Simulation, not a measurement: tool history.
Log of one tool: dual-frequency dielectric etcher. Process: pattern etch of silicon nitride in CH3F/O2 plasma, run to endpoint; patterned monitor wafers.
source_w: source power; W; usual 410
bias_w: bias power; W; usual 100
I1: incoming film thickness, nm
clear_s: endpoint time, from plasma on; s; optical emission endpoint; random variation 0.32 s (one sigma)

{"run": 1, "hour": 0.0, "source_w": 440, "bias_w": 100, "I1": 89.3, "clear_s": 85.2}
{"run": 2, "hour": 20.1, "source_w": 440, "bias_w": 100, "I1": 89.6, "clear_s": 85.0}
{"run": 3, "hour": 33.9, "source_w": 440, "bias_w": 100, "I1": 90.4, "clear_s": 86.2}
{"run": 4, "hour": 60.5, "source_w": 410, "bias_w": 91, "I1": 90.7, "clear_s": 93.9}
{"run": 5, "hour": 89.5, "source_w": 410, "bias_w": 91, "I1": 89.4, "clear_s": 91.8}
{"run": 6, "hour": 111.0, "source_w": 410, "bias_w": 91, "I1": 89.8, "clear_s": 92.3}
{"hour": 130.2, "done": "bias power generator calibrated"}
{"run": 7, "hour": 137.1, "source_w": 410, "bias_w": 100, "I1": 90.0, "clear_s": 87.7}
{"hour": 175.5, "done": "upper electrode replaced"}
{"run": 8, "hour": 176.0, "source_w": 410, "bias_w": 100, "I1": 89.7, "clear_s": 87.0}
{"run": 9, "hour": 197.9, "source_w": 410, "bias_w": 116, "I1": 90.4, "clear_s": 81.0}
{"run": 10, "hour": 232.3, "source_w": 450, "bias_w": 77, "I1": 89.5, "clear_s": 94.9}
{"run": 11, "hour": 265.7, "source_w": 450, "bias_w": 111, "I1": 89.5, "clear_s": 78.5}
{"hour": 302.1, "done": "wet clean of the chamber"}
{"run": 12, "hour": 302.6, "source_w": 510, "bias_w": 83, "I1": 89.7, "clear_s": 90.4}
{"run": 13, "hour": 303.0, "source_w": 410, "bias_w": 91, "I1": 89.9, "clear_s": 94.3}
{"hour": 329.9, "done": "source power generator calibrated"}
{"run": 14, "hour": 330.4, "source_w": 410, "bias_w": 100, "I1": 89.7, "clear_s": 89.6}
{"run": 15, "hour": 342.6, "source_w": 410, "bias_w": 100, "I1": 90.2, "clear_s": 90.3}
{"run": 16, "hour": 362.3, "source_w": 510, "bias_w": 78, "I1": 90.6, "clear_s": 94.2}
{"run": 17, "hour": 374.9, "source_w": 410, "bias_w": 91, "I1": 89.6, "clear_s": 92.7}
{"run": 18, "hour": 395.4, "source_w": 350, "bias_w": 106, "I1": 89.7, "clear_s": 92.0}
{"run": 19, "hour": 418.6, "source_w": 490, "bias_w": 82, "I1": 90.4, "clear_s": 92.0}

4 ways to go on from here, each from the tool as it stands after run 19. What would each give?
{"run": "A", "hour": 419.1, "source_w": 410, "bias_w": 85, "I1": 89.4, "clear_s": "?"}
{"run": "B", "hour": 419.1, "source_w": 360, "bias_w": 100, "I1": 89.4, "clear_s": "?"}
{"run": "C", "hour": 419.1, "source_w": 490, "bias_w": 92, "I1": 89.4, "clear_s": "?"}
{"run": "D", "hour": 419.1, "source_w": 490, "bias_w": 123, "I1": 89.4, "clear_s": "?"}

run=A clear_s=95.8
run=B clear_s=92.7
run=C clear_s=85.3
run=D clear_s=73.4
Without the tool's hidden state the same runs would have given:
run=A clear_s=97.0
run=B clear_s=93.9
run=C clear_s=86.4
run=D clear_s=74.3

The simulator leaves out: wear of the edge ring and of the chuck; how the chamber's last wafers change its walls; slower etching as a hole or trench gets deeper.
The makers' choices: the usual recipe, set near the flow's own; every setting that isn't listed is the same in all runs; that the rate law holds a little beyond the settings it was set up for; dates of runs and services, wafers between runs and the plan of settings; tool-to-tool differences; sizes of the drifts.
